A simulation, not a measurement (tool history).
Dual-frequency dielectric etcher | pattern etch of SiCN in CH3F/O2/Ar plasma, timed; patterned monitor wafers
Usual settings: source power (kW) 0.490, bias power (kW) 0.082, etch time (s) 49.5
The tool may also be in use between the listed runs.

run    hour  source power (kW)  bias power (kW)  etch time (s)  wafers since the last listed run  hours since the last wet clean  hours since the last source power generator calibration  hours since the last bias power generator calibration  hours since the last upper electrode change  hours since the gauge calibration  read-back reference wafer on the same gauge, depth_nm  mean etch depth across the wafer (Å)
  1     0.0              0.490            0.082           49.5                                 0                           224.4                                                   3903.8                                                 3515.9                                       3084.0                             2234.9                                                  19.77                                 224.0
  2    53.4              0.490            0.082           49.5                               426                           277.8                                                   3957.2                                                 3569.3                                       3137.4                             2288.3                                                  19.83                                 226.5
  3    93.2              0.490            0.082           49.5                               317                           317.6                                                   3997.0                                                 3609.1                                       3177.2                             2328.1                                                  19.77                                 226.6
      144.8  -- gauge calibrated
  4   160.2              0.490            0.082           49.5                               535                           384.6                                                   4064.0                                                 3676.1                                       3244.2                               15.4                                                  19.82                                 223.9
  5   223.2              0.490            0.082           56.0                               503                           447.6                                                   4127.0                                                 3739.1                                       3307.2                               78.4                                                  19.77                                 251.7
      309.7  -- upper electrode replaced
  6   323.5              0.490            0.082           56.0                               609                           547.9                                                   4227.3                                                 3839.4                                         13.8                              178.7                                                  19.83                                 250.9
  7   415.7              0.550            0.082           55.5                               736                           640.1                                                   4319.5                                                 3931.6                                        106.0                              270.9                                                  19.79                                 259.0
  8   485.8              0.550            0.082           55.5                               559                           710.2                                                   4389.6                                                 4001.7                                        176.1                              341.0                                                  19.81                                 257.8
      513.6  -- bias power generator calibrated
      515.6  -- wet clean of the chamber
  9   552.8              0.550            0.082           55.5                               486                            37.2                                                   4456.6                                                   39.2                                        243.1                              408.0                                                  19.77                                 269.8
 10   633.4              0.490            0.082           49.5                               643                           117.8                                                   4537.2                                                  119.8                                        323.7                              488.6                                                  19.72                                 230.5
 11   677.0              0.430            0.090           49.5                               348                           161.4                                                   4580.8                                                  163.4                                        367.3                              532.2                                                  19.82                                 224.8
 12   725.2              0.530            0.082           49.5                               384                           209.6                                                   4629.0                                                  211.6                                        415.5                              580.4                                                  19.75                                 232.8
 13   789.4              0.550            0.082           35.5                               512                           273.8                                                   4693.2                                                  275.8                                        479.7                              644.6                                                  19.84                                 171.0
 14   847.7              0.450            0.066           58.5                               465                           332.1                                                   4751.5                                                  334.1                                        538.0                              702.9                                                  19.82                                 241.8
 15   963.6              0.420            0.071           49.5                               925                           448.0                                                   4867.4                                                  450.0                                        653.9                              818.8                                                  19.78                                 203.4
 16  1001.4              0.490            0.100           49.5                               301                           485.8                                                   4905.2                                                  487.8                                        691.7                              856.6                                                  19.81                                 235.2
 17  1084.2              0.490            0.082           35.0                               661                           568.6                                                   4988.0                                                  570.6                                        774.5                              939.4                                                  19.86                                 158.5
 18  1156.0              0.490            0.082           49.5                               573                           640.4                                                   5059.8                                                  642.4                                        846.3                             1011.2                                                  19.78                                 219.9
     1206.8  -- wet clean of the chamber
 19  1248.7              0.490            0.082           49.5                               548                            41.9                                                   5152.5                                                  735.1                                        939.0                             1103.9                                                  19.77                                 233.7
 20  1300.5              0.490            0.082           49.5                               413                            93.7                                                   5204.3                                                  786.9                                        990.8                             1155.7                                                  19.76                                 231.5
 21  1351.6              0.560            0.093           54.0                               408                           144.8                                                   5255.4                                                  838.0                                       1041.9                             1206.8                                                  19.75                                 272.7
     1547.9  -- source power generator calibrated
 22  1576.9              0.380            0.082           49.5                              1767                           370.1                                                     29.0                                                 1063.3                                       1267.2                             1432.1                                                  19.84                                 203.9
 23  1681.8              0.380            0.082           57.0                               837                           475.0                                                    133.9                                                 1168.2                                       1372.1                             1537.0                                                  19.75                                 232.7
 24  1775.1              0.570            0.102           36.5                               745                           568.3                                                    227.2                                                 1261.5                                       1465.4                             1630.3                                                  19.82                                 185.6
     1812.8  -- wet clean of the chamber
 25  1843.9              0.450            0.066           58.5                               357                            31.1                                                    296.0                                                 1330.3                                       1534.2                             1699.1                                                  19.82                                 251.1
 26  1924.5              0.490            0.082           49.5                               643                           111.7                                                    376.6                                                 1410.9                                       1614.8                             1779.7                                                  19.77                                 231.2
 27  2028.5              0.560            0.082           38.0                               830                           215.7                                                    480.6                                                 1514.9                                       1718.8                             1883.7                                                  19.73                                 186.3
 28  2102.3              0.490            0.082           49.5                               589                           289.5                                                    554.4                                                 1588.7                                       1792.6                             1957.5                                                  19.90                                 230.0
 29  2193.4              0.520            0.096           38.5                               727                           380.6                                                    645.5                                                 1679.8                                       1883.7                             2048.6                                                  19.77                                 186.4
 30  2241.3              0.390            0.073           44.5                               382                           428.5                                                    693.4                                                 1727.7                                       1931.6                             2096.5                                                  19.88                                 179.1
 31  2289.5              0.560            0.082           38.0                               384                           476.7                                                    741.6                                                 1775.9                                       1979.8                             2144.7                                                  19.79                                 179.7

How the hidden state differs across the entries between the runs, from the last listed run before each to the first after it:
Between runs 3 and 4: gauge calibrated (hour 144.8)
  etch rate over this chamber's usual, %: -2.72 -> -3.25
  measured less the result without the state, mean etch depth across the wafer (Å): -6.3 -> -7.6
Between runs 5 and 6: upper electrode replaced (hour 309.7)
  etch rate over this chamber's usual, %: -3.75 -> -4.55
  measured less the result without the state, mean etch depth across the wafer (Å): -9.8 -> -12.0
Between runs 8 and 9: bias power generator calibrated (hour 513.6); wet clean of the chamber (hour 515.6)
  etch rate over this chamber's usual, %: -5.84 -> -0.328
  measured less the result without the state, mean etch depth across the wafer (Å): -16.0 -> -0.9
Between runs 18 and 19: wet clean of the chamber (hour 1206.8)
  etch rate over this chamber's usual, %: -5.13 -> 0.147
  measured less the result without the state, mean etch depth across the wafer (Å): -11.9 -> +0.3
Between runs 21 and 22: source power generator calibrated (hour 1547.9)
  etch rate over this chamber's usual, %: -0.672 -> -2.47
  measured less the result without the state, mean etch depth across the wafer (Å): -1.9 -> -5.2
Between runs 24 and 25: wet clean of the chamber (hour 1812.8)
  etch rate over this chamber's usual, %: -4.04 -> 0.199
  measured less the result without the state, mean etch depth across the wafer (Å): -7.8 -> +0.5
